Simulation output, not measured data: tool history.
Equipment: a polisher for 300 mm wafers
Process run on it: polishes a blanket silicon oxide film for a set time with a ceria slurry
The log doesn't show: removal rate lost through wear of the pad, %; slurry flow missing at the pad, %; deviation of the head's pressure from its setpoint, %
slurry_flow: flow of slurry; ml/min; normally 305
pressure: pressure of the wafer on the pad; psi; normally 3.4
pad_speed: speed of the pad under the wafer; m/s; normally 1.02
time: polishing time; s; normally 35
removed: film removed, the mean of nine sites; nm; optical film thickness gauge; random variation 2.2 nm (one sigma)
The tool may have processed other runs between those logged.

run	day	slurry_flow	pressure	pad_speed	time	wafers since the last listed run	wafers polished on this pad	hours since the slurry nozzle was cleaned	hours since the head pressure was calibrated	incoming thickness of the incoming film, nm	removed
1	0	305	3.4	1.02	35	0	543	238.1	87.9	1254	164.5
2	1.308	305	3.4	1.02	35	451	994	269.5	119.3	1239.4	164.1
3	2.558	305	3.4	1.02	35	431	1425	299.5	149.3	1243	168.4
4	3.567	305	3.4	1.02	35	347	1773	323.7	173.5	1242.8	168.1
5	4.929	305	3.4	1.02	35	469	2243	356.4	206.2	1251.3	170
# day 7.654: worn pad replaced by a new one
6	7.942	305	3.4	1.02	39	981	98	428.7	278.5	1267.7	186.8
7	8.633	305	3.9	1.02	35	238	337	445.3	295.1	1240	190.4
8	9.467	305	3.9	1.02	35	287	624	465.3	315.1	1240.9	185.7
9	10.179	305	3.4	1.24	35	245	870	482.4	332.2	1236.7	196.4
10	11.583	305	3.4	1.24	35	484	1354	516.1	365.9	1249.7	198
11	13.054	305	3.4	1.24	35	507	1861	551.4	401.2	1246.3	196.9
12	13.733	305	4.3	1.02	31	234	2095	567.7	417.5	1241.7	181.1
13	14.979	305	4.3	1.02	31	429	2525	597.6	447.4	1234.9	181.9
# day 15.154: worn pad replaced by a new one, of another model than before
14	16.254	305	4.3	1.02	31	382	379	628.2	478	1240.7	200
# day 16.321: slurry nozzle cleaned
15	16.812	305	3.4	1.02	35	178	557	11.8	491.4	1238.6	175.3
# day 17.254: head pressure recalibrated
16	18.05	305	3.4	1.02	35	397	955	41.5	19.1	1223.5	164.6
# day 22.317: worn pad replaced by a new one
17	22.525	305	4.6	0.7	35	1485	71	148.9	126.5	1233.4	205
18	23.921	305	2.8	1.32	40	481	552	182.4	160	1236.4	182.1
19	26.771	305	3.4	1.24	35	982	1535	250.8	228.4	1224.8	191.2
20	28.175	245	3.4	0.7	40	484	2019	284.5	262.1	1231.1	178.5
21	31.004	305	3.4	1.02	35	975	2994	352.4	330	1228.6	182
# day 31.383: worn pad replaced by a new one
22	31.658	275	3.4	0.82	31	168	95	368.1	345.7	1238.2	149.6
23	33.004	375	2.8	0.7	40	464	559	400.4	378	1252.5	147.5
24	33.929	305	3.4	1.02	35	318	878	422.6	400.2	1242.4	183.1
25	34.758	305	4.1	1.22	43	285	1163	442.5	420.1	1241.1	288.3
26	35.433	305	3.4	1.02	44	232	1396	458.7	436.3	1229.5	227.6
27	36.888	305	3.8	1.02	44	501	1898	493.6	471.2	1224.1	259.6
# day 37.788: head pressure recalibrated
28	37.879	305	3.4	1.02	35	313	2211	517.4	2.2	1236.5	154.3
# day 39.054: worn pad replaced by a new one
29	39.175	220	3.4	1.18	35	389	41	548.5	33.3	1249.6	164.3
30	40.4	225	3.4	1.02	35	422	464	577.9	62.7	1239.9	155.8
31	41.85	265	3.4	1.02	35	499	964	612.7	97.5	1259.4	164.3

Some steps in removed between neighbouring runs. How much of each would the tool show without its hidden state too (settings, what came in, random variation), and how much is left for the hidden state, with any gauge scatter that isn't in both results?
Run 16 -> 17: pressure 3.4 -> 4.6, pad_speed 1.02 -> 0.7, worn pad replaced by a new one. removed +40.4 nm: hidden state +11.9, all else +28.5.
Run 24 -> 25: pressure 3.4 -> 4.1, pad_speed 1.02 -> 1.22, time 35 -> 43. removed +105.2 nm: hidden state +14, all else +91.2.
Run 25 -> 26: pressure 4.1 -> 3.4, pad_speed 1.22 -> 1.02, time 43 -> 44. removed -60.7 nm: hidden state -7.8, all else -52.9.
Run 27 -> 28: pressure 3.8 -> 3.4, time 44 -> 35, head pressure recalibrated. removed -105.3 nm: hidden state -37.8, all else -67.5.
